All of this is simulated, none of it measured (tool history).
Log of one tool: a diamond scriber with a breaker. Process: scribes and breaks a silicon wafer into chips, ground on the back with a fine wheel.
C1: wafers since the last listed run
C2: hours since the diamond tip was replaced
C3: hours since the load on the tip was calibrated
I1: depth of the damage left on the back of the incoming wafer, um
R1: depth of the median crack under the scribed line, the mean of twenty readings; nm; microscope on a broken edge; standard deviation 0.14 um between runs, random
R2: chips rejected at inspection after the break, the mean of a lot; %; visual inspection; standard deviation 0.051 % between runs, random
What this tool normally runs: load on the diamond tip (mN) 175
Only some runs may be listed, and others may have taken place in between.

run 1 hour=0.0 | load_on_the_diamond_tip_(mN)=148 | C1=0 C2=1.5 C3=720.9 | I1=2.72 | R1=11920 R2=3.41
run 2 hour=28.8 | load_on_the_diamond_tip_(mN)=148 | C1=41 C2=30.3 C3=749.7 | I1=1.78 | R1=11930 R2=2.49
run 3 hour=64.5 | load_on_the_diamond_tip_(mN)=155 | C1=51 C2=66.0 C3=785.4 | I1=2.51 | R1=12130 R2=2.82
run 4 hour=91.8 | load_on_the_diamond_tip_(mN)=155 | C1=39 C2=93.3 C3=812.7 | I1=1.62 | R1=11870 R2=1.98
run 5 hour=114.5 | load_on_the_diamond_tip_(mN)=163 | C1=33 C2=116.0 C3=835.4 | I1=2.57 | R1=12450 R2=2.32
run 6 hour=149.6 | load_on_the_diamond_tip_(mN)=163 | C1=51 C2=151.1 C3=870.5 | I1=1.69 | R1=12330 R2=1.82
run 7 hour=163.6 | load_on_the_diamond_tip_(mN)=163 | C1=20 C2=165.1 C3=884.5 | I1=2.43 | R1=12150 R2=2.29
run 8 hour=176.8 | load_on_the_diamond_tip_(mN)=193 | C1=19 C2=178.3 C3=897.7 | I1=1.73 | R1=13030 R2=1.34
-- hour=191.9 diamond tip replaced by a new one
run 9 hour=205.1 | load_on_the_diamond_tip_(mN)=193 | C1=38 C2=13.2 C3=926.0 | I1=2.05 | R1=13300 R2=1.54
run 10 hour=237.0 | load_on_the_diamond_tip_(mN)=175 | C1=46 C2=45.1 C3=957.9 | I1=1.85 | R1=12480 R2=1.53
run 11 hour=258.5 | load_on_the_diamond_tip_(mN)=175 | C1=31 C2=66.6 C3=979.4 | I1=2.58 | R1=12610 R2=2.10
run 12 hour=327.0 | load_on_the_diamond_tip_(mN)=175 | C1=99 C2=135.1 C3=1047.9 | I1=2.82 | R1=12600 R2=2.27
run 13 hour=343.7 | load_on_the_diamond_tip_(mN)=175 | C1=24 C2=151.8 C3=1064.6 | I1=1.72 | R1=12540 R2=1.57
run 14 hour=373.8 | load_on_the_diamond_tip_(mN)=199 | C1=43 C2=181.9 C3=1094.7 | I1=2.80 | R1=13000 R2=2.15
-- hour=386.9 diamond tip replaced by a new one
run 15 hour=387.4 | load_on_the_diamond_tip_(mN)=200 | C1=16 C2=0.5 C3=1108.3 | I1=2.80 | R1=13360 R2=1.98
-- hour=399.7 load on the tip recalibrated
run 16 hour=400.4 | load_on_the_diamond_tip_(mN)=158 | C1=15 C2=13.5 C3=0.7 | I1=2.59 | R1=11870 R2=3.37
run 17 hour=416.1 | load_on_the_diamond_tip_(mN)=210 | C1=22 C2=29.2 C3=16.4 | I1=2.24 | R1=13110 R2=1.58
run 18 hour=437.5 | load_on_the_diamond_tip_(mN)=150 | C1=31 C2=50.6 C3=37.8 | I1=1.70 | R1=11310 R2=3.26
run 19 hour=468.2 | load_on_the_diamond_tip_(mN)=175 | C1=44 C2=81.3 C3=68.5 | I1=2.63 | R1=12240 R2=2.56
-- hour=498.4 load on the tip recalibrated, repeated, since the last time left the tool worse
run 20 hour=501.8 | load_on_the_diamond_tip_(mN)=175 | C1=45 C2=114.9 C3=3.4 | I1=1.63 | R1=13140 R2=1.33
run 21 hour=536.2 | load_on_the_diamond_tip_(mN)=191 | C1=50 C2=149.3 C3=37.8 | I1=1.90 | R1=13570 R2=1.54
run 22 hour=559.4 | load_on_the_diamond_tip_(mN)=195 | C1=33 C2=172.5 C3=61.0 | I1=1.84 | R1=13820 R2=1.51
-- hour=573.5 diamond tip replaced by a new one
run 23 hour=585.1 | load_on_the_diamond_tip_(mN)=221 | C1=34 C2=11.6 C3=86.7 | I1=1.88 | R1=14120 R2=2.21
run 24 hour=666.8 | load_on_the_diamond_tip_(mN)=223 | C1=118 C2=93.3 C3=168.4 | I1=2.34 | R1=13980 R2=2.32

What does the tool deliver on the next run?
run 25 hour=701.8 | load_on_the_diamond_tip_(mN)=158 | C1=50 C2=128.3 C3=203.4 | I1=2.34 | R1=? R2=?

R1: 12390 nm
R2: 2.03 %
Minus the tool's unlogged condition, the same run would have read R1 12580 nm, R2 1.85 %.
